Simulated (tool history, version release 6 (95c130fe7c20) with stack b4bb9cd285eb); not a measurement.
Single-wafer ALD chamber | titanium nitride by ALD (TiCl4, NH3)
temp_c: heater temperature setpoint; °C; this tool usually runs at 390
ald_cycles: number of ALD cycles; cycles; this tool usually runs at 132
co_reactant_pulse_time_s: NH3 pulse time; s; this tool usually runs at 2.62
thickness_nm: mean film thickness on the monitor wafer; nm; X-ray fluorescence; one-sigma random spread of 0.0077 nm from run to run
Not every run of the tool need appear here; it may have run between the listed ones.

run     day  temp_c  ald_cycles  co_reactant_pulse_time_s  wafers since the last listed run  hours since the last thermocouple change  hours since the showerhead was replaced  hours since the gauge calibration  read-back reference wafer on the same gauge, thickness_nm  thickness_nm
  1   0.000     390         132                      2.62                                 0                                     812.2                                   2575.1                              690.6                                                      3.146         2.977
  2   0.625     390         132                      2.62                                31                                     827.2                                   2590.1                              705.6                                                      3.149         2.975
  3   1.646     390         132                      3.02                                51                                     851.7                                   2614.6                              730.1                                                      3.146         2.989
  4   2.679     390         132                      3.02                                52                                     876.5                                   2639.4                              754.9                                                      3.147         2.988
  5   3.538     390         132                      3.02                                43                                     897.1                                   2660.0                              775.5                                                      3.143         2.991
  6   5.029     390         132                      2.62                                75                                     932.9                                   2695.8                              811.3                                                      3.144         2.980
  7   5.817     390         132                      2.62                                39                                     951.8                                   2714.7                              830.2                                                      3.144         2.978
  8   6.454     390         132                      2.62                                32                                     967.1                                   2730.0                              845.5                                                      3.142         2.980
  9  10.362     401         132                      2.62                               198                                    1060.9                                   2823.8                              939.3                                                      3.141         3.000
 10  10.992     390         115                      2.62                                31                                    1076.0                                   2838.9                              954.4                                                      3.139         2.598
 11  12.412     390         132                      2.62                                72                                    1110.1                                   2873.0                              988.5                                                      3.142         2.971
 12  13.800     390         132                      2.62                                70                                    1143.4                                   2906.3                             1021.8                                                      3.142         2.975
 13  14.804     390         132                      2.62                                50                                    1167.5                                   2930.4                             1045.9                                                      3.140         2.971
     15.412  -- gauge calibrated
 14  15.854     390         132                      1.78                                53                                    1192.7                                   2955.6                               10.6                                                      3.234         3.034
 15  17.350     390         132                      2.62                                75                                    1228.6                                   2991.5                               46.5                                                      3.230         3.047
 16  18.321     390         132                      2.62                                49                                    1251.9                                   3014.8                               69.8                                                      3.225         3.056
 17  19.038     390         132                      2.62                                36                                    1269.1                                   3032.0                               87.0                                                      3.220         3.033
 18  20.183     404         158                      3.20                                58                                    1296.6                                   3059.5                              114.5                                                      3.218         3.679
 19  21.454     390         146                      2.62                                64                                    1327.1                                   3090.0                              145.0                                                      3.211         3.362
 20  22.883     397         116                      2.62                                72                                    1361.4                                   3124.3                              179.3                                                      3.209         2.681
 21  26.171     390         132                      2.62                               166                                    1440.3                                   3203.2                              258.2                                                      3.197         3.029
 22  27.038     390         148                      3.40                                43                                    1461.1                                   3224.0                              279.0                                                      3.198         3.416
 23  27.829     403         143                      2.62                                40                                    1480.1                                   3243.0                              298.0                                                      3.190         3.293
 24  28.417     403         107                      2.62                                29                                    1494.2                                   3257.1                              312.1                                                      3.190         2.467
 25  29.358     390         132                      2.62                                47                                    1516.8                                   3279.7                              334.7                                                      3.188         3.036
 26  30.638     379         132                      2.62                                64                                    1547.5                                   3310.4                              365.4                                                      3.185         2.991
 27  31.396     390         144                      1.60                                38                                    1565.7                                   3328.6                              383.6                                                      3.183         3.236
 28  32.496     390         132                      2.62                                55                                    1592.1                                   3355.0                              410.0                                                      3.182         3.017
 29  33.308     390         132                      2.62                                41                                    1611.6                                   3374.5                              429.5                                                      3.179         3.009
 30  34.746     404         132                      3.14                                72                                    1646.1                                   3409.0                              464.0                                                      3.180         3.045
     35.508  -- thermocouple changed; heater temperature recalibrated
     36.108  -- showerhead replaced
 31  36.129     390         132                      3.02                                36                                      14.9                                      0.5                              497.2                                                      3.177         3.025
 32  37.138     390         132                      2.62                                51                                      39.1                                     24.7                              521.4                                                      3.177         3.028
 33  38.438     398         124                      2.30                                65                                      70.3                                     55.9                              552.6                                                      3.176         2.828
 34  39.525     402         146                      2.20                                55                                      96.4                                     82.0                              578.7                                                      3.174         3.313
 35  41.004     384         132                      2.62                                74                                     131.9                                    117.5                              614.2                                                      3.172         3.000
 36  42.438     382         132                      3.23                                72                                     166.3                                    151.9                              648.6                                                      3.168         3.023
 37  43.325     390         132                      2.62                                44                                     187.6                                    173.2                              669.9                                                      3.166         2.999
 38  44.158     385         123                      2.62                                42                                     207.6                                    193.2                              689.9                                                      3.172         2.796
 39  45.629     390         144                      1.64                                74                                     242.9                                    228.5                              725.2                                                      3.167         3.208
 40  46.858     390         132                      2.62                                62                                     272.4                                    258.0                              754.7                                                      3.169         3.018
 41  47.808     379         132                      1.93                                48                                     295.2                                    280.8                              777.5                                                      3.167         2.954

Predict each of these 3 candidate next runs independently; none follows another, all start after run 41:
  A  47.838     390         132                      2.62                                 1                                     295.9                                    281.5                              778.2                                                          ?             ?
  B  47.838     377         114                      2.62                                 1                                     295.9                                    281.5                              778.2                                                          ?             ?
  C  47.838     380         116                      2.62                                 1                                     295.9                                    281.5                              778.2                                                          ?             ?

run  read-back reference wafer on the same gauge, thickness_nm  thickness_nm
  A                                                      3.166         3.005
  B                                                      3.166         2.575
  C                                                      3.166         2.625
Had the tool no hidden state, the same runs would have come out as:
run  thickness_nm
  A         3.065
  B         2.626
  C         2.677
